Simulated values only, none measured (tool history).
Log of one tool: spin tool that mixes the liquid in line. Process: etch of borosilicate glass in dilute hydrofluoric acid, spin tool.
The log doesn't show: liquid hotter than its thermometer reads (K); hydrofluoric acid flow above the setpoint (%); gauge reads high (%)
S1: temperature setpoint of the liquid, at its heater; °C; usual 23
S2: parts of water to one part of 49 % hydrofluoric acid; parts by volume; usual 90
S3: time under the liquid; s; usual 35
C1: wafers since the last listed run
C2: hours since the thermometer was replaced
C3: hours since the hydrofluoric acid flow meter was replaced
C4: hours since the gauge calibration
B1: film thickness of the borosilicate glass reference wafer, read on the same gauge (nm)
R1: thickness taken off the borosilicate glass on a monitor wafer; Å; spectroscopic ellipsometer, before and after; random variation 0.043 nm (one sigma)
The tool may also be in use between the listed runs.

run,hour,S1,S2,S3,C1,C2,C3,C4,B1,R1
1,0,20.5,90,35,0,699.3,433.3,666.5,80.04,69.1
2,20.8,19.5,70,35,212,720.1,454.1,687.3,80.02,86.9
3,54.2,19.5,70,35,342,753.5,487.5,720.7,80,87.3
# hour 72: hydrofluoric acid flow meter replaced
4,73.3,23,90,35,185,772.6,1.3,739.8,79.98,76
5,90.2,24.5,90,35,173,789.5,18.2,756.7,79.99,81
6,119.1,24.5,90,35,295,818.4,47.1,785.6,80.01,80.9
7,141.6,23,90,35,230,840.9,69.6,808.1,80,76.3
8,173.5,23,90,35,326,872.8,101.5,840,79.98,76.6
9,203,23,80,35,302,902.3,131,869.5,79.96,87.9
10,216.6,23,80,35,139,915.9,144.6,883.1,80.01,87.4
11,243.9,23,80,35,279,943.2,171.9,910.4,80.04,87.8
12,273.8,23,90,35,306,973.1,201.8,940.3,80.03,76.7
# hour 283: gauge calibrated
13,295.4,23,90,35,221,994.7,223.4,12.4,80.02,77.9
14,324.2,23,90,35,294,1023.5,252.2,41.2,79.99,76.8
15,351.5,22,90,35,279,1050.8,279.5,68.5,80.01,74.3
16,445.6,22,90,35,963,1144.9,373.6,162.6,79.94,73.9
17,462.4,19.5,55,45,172,1161.7,390.4,179.4,79.99,147.4
18,483.1,25.5,90,25,211,1182.4,411.1,200.1,80.02,61.7
19,513.7,23,130,35,313,1213,441.7,230.7,80.01,51.3
# hour 585.3: hydrofluoric acid flow meter replaced
20,599,23,90,35,863,1298.3,13.7,316,80,76.9
21,618.1,21.5,90,40,195,1317.4,32.8,335.1,79.99,83.7
22,635.6,23,125,30,179,1334.9,50.3,352.6,80.07,46.4
23,662.4,23,90,35,274,1361.7,77.1,379.4,79.97,78.7
24,683.2,18.5,45,40,212,1382.5,97.9,400.2,80.04,155.4
# hour 689.2: thermometer replaced
25,706.8,19.5,70,35,231,17.6,121.5,423.8,80.01,86.1

Forecast run 26:
26,738.4,23,80,35,323,49.2,153.1,455.4,?,?

{"run 26": {"B1": 79.98, "R1": 85.8}}
Without the tool's hidden state the same run would have given R1 84.5 Å.
